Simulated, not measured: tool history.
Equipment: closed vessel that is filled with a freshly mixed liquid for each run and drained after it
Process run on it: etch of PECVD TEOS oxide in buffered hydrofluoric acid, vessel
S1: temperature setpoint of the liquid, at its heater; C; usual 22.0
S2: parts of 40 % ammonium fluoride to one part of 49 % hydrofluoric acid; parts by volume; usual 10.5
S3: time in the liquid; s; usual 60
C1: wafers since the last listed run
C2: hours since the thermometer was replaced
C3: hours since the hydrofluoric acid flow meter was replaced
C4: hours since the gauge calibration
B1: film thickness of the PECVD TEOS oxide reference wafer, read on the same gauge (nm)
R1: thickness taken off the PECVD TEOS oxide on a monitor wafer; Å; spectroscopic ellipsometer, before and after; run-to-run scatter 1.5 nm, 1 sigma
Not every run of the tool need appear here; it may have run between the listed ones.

run,day,S1,S2,S3,C1,C2,C3,C4,B1,R1
1,0.000,22.0,10.5,60,0,1020.5,1391.3,1111.9,100.01,1946.9
2,2.071,22.0,10.5,60,6699,1070.2,1441.0,1161.6,99.98,1959.5
3,4.675,22.0,10.5,60,8425,1132.7,1503.5,1224.1,100.02,1949.3
4,6.550,23.5,10.5,45,6066,1177.7,1548.5,1269.1,100.00,1575.0
5,10.833,22.0,10.5,60,13857,1280.5,1651.3,1371.9,100.04,1943.9
6,12.600,22.0,10.5,60,5715,1322.9,1693.7,1414.3,100.03,1922.0
7,16.833,22.0,10.5,60,13696,1424.5,1795.3,1515.9,100.01,1952.4
# day 21.433: hydrofluoric acid flow meter replaced
# day 23.200: gauge calibrated
8,29.875,19.0,10.5,60,42058,1737.5,202.6,160.2,100.01,1582.1
9,33.267,19.0,10.5,60,10973,1818.9,284.0,241.6,100.00,1592.0
10,36.675,19.0,10.5,60,11026,1900.7,365.8,323.4,100.01,1599.1
11,40.808,25.0,13.0,45,13372,1999.9,465.0,422.6,99.99,1345.6
12,44.358,17.0,13.5,30,11485,2085.1,550.2,507.8,100.00,551.5
13,50.550,22.0,8.5,80,20031,2233.7,698.8,656.4,100.00,2960.1

Run 14 has not been measured yet. What should we expect?
14,52.621,22.0,10.5,60,6699,2283.4,748.5,706.1,?,?

{"run 14": {"B1": 100.01, "R1": 1861.7}}
Were there no unlogged condition in the tool, this run, its random variation unchanged, would have produced R1 2050.8 Å.

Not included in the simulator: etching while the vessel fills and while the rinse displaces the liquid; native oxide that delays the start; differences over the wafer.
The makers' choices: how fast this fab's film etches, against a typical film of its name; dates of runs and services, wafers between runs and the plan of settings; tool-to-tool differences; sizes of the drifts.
